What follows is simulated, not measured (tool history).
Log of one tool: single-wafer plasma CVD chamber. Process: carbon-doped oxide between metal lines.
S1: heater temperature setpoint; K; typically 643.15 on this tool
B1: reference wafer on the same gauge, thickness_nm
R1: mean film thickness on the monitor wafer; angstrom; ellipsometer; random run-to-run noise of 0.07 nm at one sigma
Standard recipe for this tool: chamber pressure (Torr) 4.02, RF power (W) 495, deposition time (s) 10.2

run 1 hour=0.0 | S1=643.15 chamber_pressure_(Torr)=4.02 RF_power_(W)=495 deposition_time_(s)=11.0 | B1=49.095 | R1=492.54
run 2 hour=22.7 | S1=643.15 chamber_pressure_(Torr)=4.02 RF_power_(W)=495 deposition_time_(s)=10.2 | B1=49.097 | R1=457.51
run 3 hour=55.1 | S1=643.15 chamber_pressure_(Torr)=4.02 RF_power_(W)=495 deposition_time_(s)=10.2 | B1=49.083 | R1=457.29
run 4 hour=82.3 | S1=643.15 chamber_pressure_(Torr)=4.02 RF_power_(W)=495 deposition_time_(s)=10.2 | B1=49.092 | R1=456.88
run 5 hour=96.0 | S1=643.15 chamber_pressure_(Torr)=4.02 RF_power_(W)=495 deposition_time_(s)=10.2 | B1=49.094 | R1=456.58
run 6 hour=113.9 | S1=643.15 chamber_pressure_(Torr)=4.02 RF_power_(W)=495 deposition_time_(s)=10.2 | B1=49.096 | R1=456.09
-- hour=150.4 RF generator calibrated
run 7 hour=150.9 | S1=643.15 chamber_pressure_(Torr)=4.54 RF_power_(W)=465 deposition_time_(s)=12.1 | B1=49.109 | R1=543.71
run 8 hour=167.6 | S1=643.15 chamber_pressure_(Torr)=4.02 RF_power_(W)=590 deposition_time_(s)=8.4 | B1=49.094 | R1=414.06
run 9 hour=189.3 | S1=638.15 chamber_pressure_(Torr)=4.02 RF_power_(W)=495 deposition_time_(s)=11.7 | B1=49.093 | R1=537.15
run 10 hour=211.2 | S1=643.15 chamber_pressure_(Torr)=4.02 RF_power_(W)=495 deposition_time_(s)=10.2 | B1=49.096 | R1=463.12
run 11 hour=235.4 | S1=635.15 chamber_pressure_(Torr)=3.48 RF_power_(W)=495 deposition_time_(s)=9.6 | B1=49.103 | R1=436.23
run 12 hour=258.2 | S1=631.15 chamber_pressure_(Torr)=4.82 RF_power_(W)=495 deposition_time_(s)=11.6 | B1=49.097 | R1=558.12
run 13 hour=271.2 | S1=648.15 chamber_pressure_(Torr)=3.41 RF_power_(W)=395 deposition_time_(s)=11.3 | B1=49.097 | R1=446.29
-- hour=276.8 gauge calibrated
run 14 hour=307.0 | S1=643.15 chamber_pressure_(Torr)=4.02 RF_power_(W)=495 deposition_time_(s)=10.2 | B1=49.097 | R1=463.10
run 15 hour=326.2 | S1=643.15 chamber_pressure_(Torr)=4.02 RF_power_(W)=540 deposition_time_(s)=8.6 | B1=49.097 | R1=406.55
-- hour=405.8 showerhead replaced
-- hour=419.5 capacitance manometer re-zeroed and calibrated
run 16 hour=426.0 | S1=643.15 chamber_pressure_(Torr)=4.33 RF_power_(W)=495 deposition_time_(s)=10.2 | B1=49.100 | R1=467.64
run 17 hour=442.3 | S1=643.15 chamber_pressure_(Torr)=4.02 RF_power_(W)=495 deposition_time_(s)=11.4 | B1=49.096 | R1=513.81
run 18 hour=457.3 | S1=643.15 chamber_pressure_(Torr)=4.02 RF_power_(W)=495 deposition_time_(s)=9.0 | B1=49.099 | R1=408.31
run 19 hour=482.0 | S1=638.15 chamber_pressure_(Torr)=4.02 RF_power_(W)=495 deposition_time_(s)=11.7 | B1=49.095 | R1=532.93
run 20 hour=514.7 | S1=643.15 chamber_pressure_(Torr)=3.13 RF_power_(W)=450 deposition_time_(s)=10.2 | B1=49.088 | R1=429.69
run 21 hour=532.8 | S1=643.15 chamber_pressure_(Torr)=4.02 RF_power_(W)=410 deposition_time_(s)=8.8 | B1=49.097 | R1=365.55

For run 22, what comes out?
run 22 hour=567.6 | S1=638.15 chamber_pressure_(Torr)=4.02 RF_power_(W)=495 deposition_time_(s)=9.1 | B1=? | R1=?

For run 22 the tool returned B1 49.105, R1 418.23 angstrom.
If the tool had no hidden condition, the same run with the same run-to-run variation would have returned R1 421.43 angstrom.
